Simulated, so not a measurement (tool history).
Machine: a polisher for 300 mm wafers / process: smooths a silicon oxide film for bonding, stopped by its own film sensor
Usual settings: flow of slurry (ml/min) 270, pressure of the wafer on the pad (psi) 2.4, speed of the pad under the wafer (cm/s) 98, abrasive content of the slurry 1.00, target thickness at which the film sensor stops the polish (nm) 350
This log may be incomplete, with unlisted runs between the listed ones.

run,day,flow of slurry (ml/min),pressure of the wafer on the pad (psi),speed of the pad under the wafer (cm/s),abrasive content of the slurry,target thickness at which the film sensor stops the polish (nm),"incoming thickness of the incoming film, nm",time until the film sensor stopped the polish (s)
1,0.000,270,2.4,98,1.00,350,395.1,49.3
2,1.921,270,2.9,98,1.00,350,395.4,39.4
# day 2.675: slurry nozzle cleaned
3,3.804,270,2.9,98,1.00,350,401.8,46.4
# day 5.221: worn pad replaced by a new one
4,5.642,270,2.4,98,1.00,350,399.9,51.0
5,9.075,270,2.4,98,1.00,350,399.8,52.6
# day 11.271: slurry blender recalibrated
6,11.292,270,2.4,122,1.20,350,405.6,44.7
7,13.358,270,2.6,98,1.00,350,397.0,45.1
8,15.404,270,2.6,98,1.00,350,395.0,44.5
9,17.029,270,2.6,98,1.00,350,403.2,52.6
# day 20.588: worn pad replaced by a new one
10,20.967,270,2.4,98,1.00,338,401.0,73.9
11,23.971,270,2.4,98,1.00,338,401.5,75.3
# day 27.125: slurry blender recalibrated
# day 27.408: slurry nozzle cleaned
12,28.367,330,2.4,98,1.00,350,401.4,60.1
13,30.067,330,2.4,98,1.00,350,395.7,53.6
# day 33.138: worn pad replaced by a new one, repeated, since the last time left the tool worse
# day 33.492: head pressure recalibrated
14,40.283,330,2.4,98,1.00,350,400.7,50.1
# day 41.788: slurry blender recalibrated
15,42.092,270,2.4,98,1.00,366,402.8,38.3
16,44.188,270,2.4,98,1.25,340,399.6,56.7
# day 46.796: worn pad replaced by a new one
17,46.858,270,2.4,98,1.00,366,399.2,33.7
# day 47.979: slurry nozzle cleaned
18,49.721,270,2.4,98,1.00,332,404.1,74.1
19,52.446,270,2.4,68,1.00,343,402.4,81.5
20,55.212,270,2.7,98,1.00,350,399.3,46.7
21,56.879,270,3.0,82,1.00,350,399.7,47.3
# day 58.033: slurry blender recalibrated
22,58.758,310,3.0,98,0.90,350,402.2,47.7
23,61.592,310,2.4,126,0.75,360,399.4,42.7
# day 62.717: worn pad replaced by a new one
24,63.783,270,1.6,74,1.10,333,405.1,131.5
25,67.392,270,2.4,86,1.20,350,404.5,56.5
26,70.271,270,2.4,98,1.00,350,400.7,51.4
# day 72.662: slurry blender recalibrated
# day 73.762: slurry nozzle cleaned
# day 73.854: head pressure recalibrated
27,74.067,315,2.1,108,1.00,350,406.9,62.4
28,77.408,270,3.1,98,1.25,341,399.1,44.3

Results per run with the tool's hidden condition removed, run-to-run variation unchanged:
The tool's hidden condition here consists of: removal rate lost through wear of the pad, %; slurry flow missing at the pad, %; deviation of the head's pressure from its setpoint, %; abrasive missing from the slurry, %.
run,time until the film sensor stopped the polish (s)
1,47.9
2,37.9
3,44.0
4,50.5
5,51.9
6,43.8
7,43.9
8,42.8
9,50.1
10,65.4
11,66.5
12,52.2
13,46.2
14,49.3
15,37.4
16,54.7
17,33.5
18,73.5
19,80.3
20,45.5
21,45.6
22,45.5
23,39.9
24,131.4
25,56.2
26,50.6
27,60.3
28,41.8
